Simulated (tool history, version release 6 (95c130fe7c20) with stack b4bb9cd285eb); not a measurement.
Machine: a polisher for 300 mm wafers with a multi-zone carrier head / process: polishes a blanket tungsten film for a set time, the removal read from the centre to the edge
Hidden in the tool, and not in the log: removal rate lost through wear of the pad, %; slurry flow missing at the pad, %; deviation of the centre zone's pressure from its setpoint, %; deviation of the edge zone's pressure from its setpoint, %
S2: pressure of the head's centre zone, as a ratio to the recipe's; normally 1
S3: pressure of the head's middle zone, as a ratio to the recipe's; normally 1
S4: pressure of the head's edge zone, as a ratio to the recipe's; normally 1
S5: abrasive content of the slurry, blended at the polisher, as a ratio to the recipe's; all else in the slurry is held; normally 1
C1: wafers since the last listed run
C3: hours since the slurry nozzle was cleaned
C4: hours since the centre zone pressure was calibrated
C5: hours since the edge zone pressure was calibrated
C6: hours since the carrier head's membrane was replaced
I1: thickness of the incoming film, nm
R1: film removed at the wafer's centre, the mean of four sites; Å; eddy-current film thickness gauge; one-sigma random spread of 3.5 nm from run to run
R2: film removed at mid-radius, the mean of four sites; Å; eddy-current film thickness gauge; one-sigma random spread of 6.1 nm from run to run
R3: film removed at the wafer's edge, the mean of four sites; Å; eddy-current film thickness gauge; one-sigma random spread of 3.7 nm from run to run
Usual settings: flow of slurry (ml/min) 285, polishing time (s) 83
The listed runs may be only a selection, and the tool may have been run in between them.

Run 1, hour 0: usual settings; C1 0; wafers polished on this pad 462; C3 159.9; C4 572.7; C5 561.5; C6 2078.2; I1 1491.5. Result: R1 5541 Å, R2 5222 Å, R3 5027 Å.
Run 2, hour 19.3: usual settings; C1 137; wafers polished on this pad 600; C3 179.2; C4 592; C5 580.8; C6 2097.5; I1 1481.3. Result: R1 5507 Å, R2 5039 Å, R3 5044 Å.
Run 3, hour 40.4: usual settings; C1 150; wafers polished on this pad 750; C3 200.3; C4 613.1; C5 601.9; C6 2118.6; I1 1482.8. Result: R1 5449 Å, R2 5108 Å, R3 4957 Å.
Run 4, hour 60.8: usual settings but flow of slurry (ml/min) 365; C1 145; wafers polished on this pad 895; C3 220.7; C4 633.5; C5 622.3; C6 2139; I1 1498.4. Result: R1 5659 Å, R2 5342 Å, R3 5102 Å.
Run 5, hour 78.6: usual settings but flow of slurry (ml/min) 365; C1 126; wafers polished on this pad 1022; C3 238.5; C4 651.3; C5 640.1; C6 2156.8; I1 1476.8. Result: R1 5587 Å, R2 5245 Å, R3 5161 Å.
At hour 85.8: worn pad replaced by a new one.
Run 6, hour 100.3: usual settings but flow of slurry (ml/min) 365; C1 126; wafers polished on this pad 103; C3 260.2; C4 673; C5 661.8; C6 2178.5; I1 1498.5. Result: R1 5534 Å, R2 5179 Å, R3 5074 Å.
At hour 106.3: carrier head's membrane replaced by a new one.
Run 7, hour 132: usual settings; C1 190; wafers polished on this pad 293; C3 291.9; C4 704.7; C5 693.5; C6 25.7; I1 1497.6. Result: R1 5262 Å, R2 4821 Å, R3 4891 Å.
At hour 134.7: edge zone pressure recalibrated.
At hour 157.8: slurry nozzle cleaned.
Run 8, hour 163.4: usual settings; C1 202; wafers polished on this pad 495; C3 5.6; C4 736.1; C5 28.7; C6 57.1; I1 1488. Result: R1 5570 Å, R2 5243 Å, R3 5115 Å.
Run 9, hour 178.7: usual settings but flow of slurry (ml/min) 375, S2 0.94, S3 0.96, S5 0.8; C1 108; wafers polished on this pad 604; C3 20.9; C4 751.4; C5 44; C6 72.4; I1 1483.8. Result: R1 4972 Å, R2 4844 Å, R3 4783 Å.
At hour 182.7: centre zone pressure recalibrated.
Run 10, hour 202.3: usual settings but S3 1.09, polishing time (s) 107; C1 153; wafers polished on this pad 758; C3 44.5; C4 19.6; C5 67.6; C6 96; I1 1471.2. Result: R1 6659 Å, R2 7127 Å, R3 6597 Å.
Run 11, hour 234.3: usual settings; C1 227; wafers polished on this pad 986; C3 76.5; C4 51.6; C5 99.6; C6 128; I1 1483.4. Result: R1 5204 Å, R2 5134 Å, R3 5060 Å.
At hour 247.6: worn pad replaced by a new one.
Run 12, hour 251: usual settings but S5 1.1; C1 90; wafers polished on this pad 24; C3 93.2; C4 68.3; C5 116.3; C6 144.7; I1 1485.6. Result: R1 5349 Å, R2 5286 Å, R3 5257 Å.
Run 13, hour 266.2: usual settings; C1 108; wafers polished on this pad 132; C3 108.4; C4 83.5; C5 131.5; C6 159.9; I1 1481.6. Result: R1 5192 Å, R2 5078 Å, R3 5104 Å.
Run 14, hour 282.7: usual settings but S4 1.04; C1 117; wafers polished on this pad 250; C3 124.9; C4 100; C5 148; C6 176.4; I1 1482.2. Result: R1 5229 Å, R2 5202 Å, R3 5138 Å.
Run 15, hour 301.7: usual settings but polishing time (s) 107; C1 135; wafers polished on this pad 385; C3 143.9; C4 119; C5 167; C6 195.4; I1 1512.2. Result: R1 6677 Å, R2 6687 Å, R3 6505 Å.
Run 16, hour 330: usual settings but S3 0.94, S4 0.88; C1 201; wafers polished on this pad 586; C3 172.2; C4 147.3; C5 195.3; C6 223.7; I1 1476.8. Result: R1 5305 Å, R2 4831 Å, R3 4759 Å.

List, for all runs, the conditions of the tool that the log does not record:
removal rate lost through wear of the pad, %: 0, the same for each run
deviation of the edge zone's pressure from its setpoint, %: 0, the same for each run
H1: slurry flow missing at the pad, %
H2: deviation of the centre zone's pressure from its setpoint, %
run    H1      H2
  1  10.2    7.95
  2  12.6    8.01
  3  15.6    8.08
  4  18.9    8.14
  5    22    8.18
  6    26    8.24
  7  32.6     8.3
  8  2.97    8.36
  9  3.12    8.39
 10   3.7  -0.216
 11  5.16    0.76
 12  6.23    1.22
 13  7.38    1.61
 14  8.83    2.01
 15  10.8    2.44
 16  14.1    3.02
